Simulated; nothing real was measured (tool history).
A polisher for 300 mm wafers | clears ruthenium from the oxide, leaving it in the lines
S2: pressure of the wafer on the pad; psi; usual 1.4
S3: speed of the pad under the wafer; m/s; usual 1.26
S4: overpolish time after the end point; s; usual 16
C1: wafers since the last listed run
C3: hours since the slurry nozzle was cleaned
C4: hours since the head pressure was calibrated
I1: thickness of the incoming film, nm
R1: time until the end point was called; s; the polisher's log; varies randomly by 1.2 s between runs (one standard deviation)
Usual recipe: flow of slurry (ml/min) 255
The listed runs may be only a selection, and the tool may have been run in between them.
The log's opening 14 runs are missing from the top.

run 15 hour=968.5 | flow_of_slurry_(ml/min)=255 S2=1.4 S3=1.48 S4=16 | C1=647 wafers_polished_on_this_pad=4852 C3=616.2 C4=404.6 | I1=94.7 | R1=85.4
run 16 hour=1067.0 | flow_of_slurry_(ml/min)=305 S2=1.8 S3=1.26 S4=9 | C1=1009 wafers_polished_on_this_pad=5862 C3=714.7 C4=503.1 | I1=94.8 | R1=76.7
-- hour=1095.3 slurry nozzle cleaned
-- hour=1106.2 worn pad replaced by a new one
run 17 hour=1121.1 | flow_of_slurry_(ml/min)=255 S2=1.4 S3=1.54 S4=16 | C1=503 wafers_polished_on_this_pad=152 C3=25.8 C4=557.2 | I1=96.1 | R1=87.3
run 18 hour=1173.7 | flow_of_slurry_(ml/min)=255 S2=1.4 S3=1.26 S4=16 | C1=539 wafers_polished_on_this_pad=691 C3=78.4 C4=609.8 | I1=95.1 | R1=103.1
run 19 hour=1219.6 | flow_of_slurry_(ml/min)=255 S2=1.4 S3=1.26 S4=16 | C1=470 wafers_polished_on_this_pad=1162 C3=124.3 C4=655.7 | I1=94.0 | R1=102.9
run 20 hour=1301.6 | flow_of_slurry_(ml/min)=255 S2=1.5 S3=1.00 S4=16 | C1=840 wafers_polished_on_this_pad=2002 C3=206.3 C4=737.7 | I1=95.1 | R1=121.9
-- hour=1358.3 head pressure recalibrated
run 21 hour=1365.2 | flow_of_slurry_(ml/min)=255 S2=1.4 S3=1.04 S4=25 | C1=631 wafers_polished_on_this_pad=2634 C3=269.9 C4=6.9 | I1=93.7 | R1=109.0
run 22 hour=1450.7 | flow_of_slurry_(ml/min)=315 S2=1.4 S3=0.86 S4=8 | C1=876 wafers_polished_on_this_pad=3510 C3=355.4 C4=92.4 | I1=96.3 | R1=140.6
run 23 hour=1658.2 | flow_of_slurry_(ml/min)=255 S2=1.4 S3=1.26 S4=16 | C1=2127 wafers_polished_on_this_pad=5637 C3=562.9 C4=299.9 | I1=95.1 | R1=102.3
run 24 hour=1765.3 | flow_of_slurry_(ml/min)=255 S2=1.4 S3=1.26 S4=9 | C1=1097 wafers_polished_on_this_pad=6735 C3=670.0 C4=407.0 | I1=95.9 | R1=105.8
-- hour=1808.5 worn pad replaced by a new one, of another model than before
run 25 hour=1811.8 | flow_of_slurry_(ml/min)=255 S2=1.4 S3=1.26 S4=16 | C1=435 wafers_polished_on_this_pad=33 C3=716.5 C4=453.5 | I1=94.5 | R1=97.0
-- hour=1854.1 slurry nozzle cleaned
run 26 hour=1874.2 | flow_of_slurry_(ml/min)=255 S2=1.4 S3=0.86 S4=16 | C1=629 wafers_polished_on_this_pad=663 C3=20.1 C4=515.9 | I1=93.9 | R1=129.0
run 27 hour=1967.9 | flow_of_slurry_(ml/min)=255 S2=1.4 S3=1.26 S4=16 | C1=960 wafers_polished_on_this_pad=1623 C3=113.8 C4=609.6 | I1=95.5 | R1=101.3
run 28 hour=2025.7 | flow_of_slurry_(ml/min)=285 S2=1.1 S3=1.52 S4=6 | C1=592 wafers_polished_on_this_pad=2216 C3=171.6 C4=667.4 | I1=94.3 | R1=95.2
-- hour=2064.3 head pressure recalibrated
run 29 hour=2080.4 | flow_of_slurry_(ml/min)=230 S2=1.6 S3=1.46 S4=12 | C1=540 wafers_polished_on_this_pad=2756 C3=226.3 C4=16.1 | I1=94.0 | R1=76.2
run 30 hour=2176.5 | flow_of_slurry_(ml/min)=255 S2=1.4 S3=1.26 S4=9 | C1=985 wafers_polished_on_this_pad=3741 C3=322.4 C4=112.2 | I1=95.8 | R1=94.4
run 31 hour=2228.9 | flow_of_slurry_(ml/min)=255 S2=1.0 S3=1.26 S4=21 | C1=537 wafers_polished_on_this_pad=4279 C3=374.8 C4=164.6 | I1=94.1 | R1=118.2
run 32 hour=2274.8 | flow_of_slurry_(ml/min)=170 S2=1.4 S3=1.26 S4=16 | C1=470 wafers_polished_on_this_pad=4749 C3=420.7 C4=210.5 | I1=94.9 | R1=99.1
-- hour=2440.5 worn pad replaced by a new one
run 33 hour=2549.4 | flow_of_slurry_(ml/min)=255 S2=1.4 S3=1.26 S4=16 | C1=2774 wafers_polished_on_this_pad=1116 C3=695.3 C4=485.1 | I1=94.1 | R1=99.3
-- hour=2592.8 slurry nozzle cleaned
run 34 hour=2621.6 | flow_of_slurry_(ml/min)=305 S2=1.1 S3=1.26 S4=7 | C1=729 wafers_polished_on_this_pad=1846 C3=28.8 C4=557.3 | I1=94.7 | R1=112.6
run 35 hour=2661.5 | flow_of_slurry_(ml/min)=180 S2=1.8 S3=1.26 S4=21 | C1=409 wafers_polished_on_this_pad=2255 C3=68.7 C4=597.2 | I1=95.5 | R1=86.6
run 36 hour=2761.3 | flow_of_slurry_(ml/min)=255 S2=1.4 S3=1.26 S4=16 | C1=1023 wafers_polished_on_this_pad=3278 C3=168.5 C4=697.0 | I1=95.7 | R1=100.6

Here are 4 independent what-if runs from the current tool condition. What would each one return?
run A hour=2761.7 | flow_of_slurry_(ml/min)=255 S2=1.4 S3=1.26 S4=10 | C1=4 wafers_polished_on_this_pad=3282 C3=168.9 C4=697.4 | I1=93.6 | R1=?
run B hour=2761.7 | flow_of_slurry_(ml/min)=255 S2=1.7 S3=1.44 S4=9 | C1=4 wafers_polished_on_this_pad=3282 C3=168.9 C4=697.4 | I1=93.6 | R1=?
run C hour=2761.7 | flow_of_slurry_(ml/min)=175 S2=1.0 S3=1.64 S4=11 | C1=4 wafers_polished_on_this_pad=3282 C3=168.9 C4=697.4 | I1=93.6 | R1=?
run D hour=2761.7 | flow_of_slurry_(ml/min)=290 S2=1.8 S3=1.26 S4=16 | C1=4 wafers_polished_on_this_pad=3282 C3=168.9 C4=697.4 | I1=93.6 | R1=?

run=A R1=98.3
run=B R1=78.1
run=C R1=99.3
run=D R1=82.8
With the hidden condition removed and each run's random variation left untouched, the same runs would have given:
run=A R1=90.2
run=B R1=71.7
run=C R1=91.2
run=D R1=76.0
